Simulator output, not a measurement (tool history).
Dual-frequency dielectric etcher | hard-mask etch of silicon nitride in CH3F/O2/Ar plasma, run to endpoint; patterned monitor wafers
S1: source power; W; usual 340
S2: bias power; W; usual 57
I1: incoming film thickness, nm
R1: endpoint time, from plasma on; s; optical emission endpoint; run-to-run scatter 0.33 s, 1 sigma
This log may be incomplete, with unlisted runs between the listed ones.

run    hour   S1  S2     I1    R1
  1     0.0  340  57  40.63  60.3
  2   100.4  340  57  40.82  61.1
  3   150.8  310  52  40.90  67.0
  4   225.7  310  52  40.86  67.0
  5   263.9  390  57  40.69  55.6
  6   318.1  390  57  40.97  55.9
      399.3  -- wet clean of the chamber
  7   399.8  390  57  40.82  56.1
  8   419.6  280  64  40.86  65.2
  9   520.0  280  64  41.09  65.6
 10   571.3  280  64  41.21  65.1
 11   863.0  340  57  40.85  60.4
 12   933.7  340  57  41.16  61.7
 13   987.1  340  57  40.99  61.1
     1064.0  -- wet clean of the chamber
     1149.5  -- upper electrode replaced
 14  1288.1  370  65  40.76  54.7
     1304.4  -- bias power generator calibrated
 15  1334.6  340  61  40.89  58.2
 16  1440.0  300  61  40.72  63.2
 17  1537.9  270  57  41.07  71.4
 18  1590.1  400  44  40.94  61.3
 19  1645.1  340  57  40.81  60.5
     1724.2  -- wet clean of the chamber
 20  1724.7  340  57  40.60  59.5
     1758.7  -- source power generator calibrated
 21  1764.5  340  52  40.92  63.2
 22  1872.1  340  48  41.10  66.1
 23  1972.0  290  46  40.95  73.5
 24  2022.1  300  57  40.86  65.2
 25  2082.0  320  51  40.62  65.5
 26  2168.3  300  47  41.17  72.3
 27  2205.3  380  46  40.69  62.1
 28  2258.1  300  71  41.01  59.6
 29  2310.3  310  61  40.89  62.1
 30  2357.0  380  49  40.76  61.0
     2429.2  -- wet clean of the chamber
 31  2460.8  340  44  41.12  68.7
 32  2568.8  370  68  41.22  53.6
 33  2632.8  340  57  41.33  61.5
 34  2675.6  400  52  41.22  58.7
 35  2760.0  340  70  41.05  55.3

Each row is a separate what-if for the run after 35, all from the same tool condition, not one after another. Results?
  A  2760.4  340  53  41.16   ?
  B  2760.4  310  53  41.16   ?
  C  2760.4  280  70  41.16   ?
  D  2760.4  410  67  41.16   ?

run    R1
  A  62.9
  B  66.7
  C  62.6
  D  50.8
What these runs would have given with no unlogged condition in the tool:
run    R1
  A  62.9
  B  66.7
  C  62.6
  D  50.8
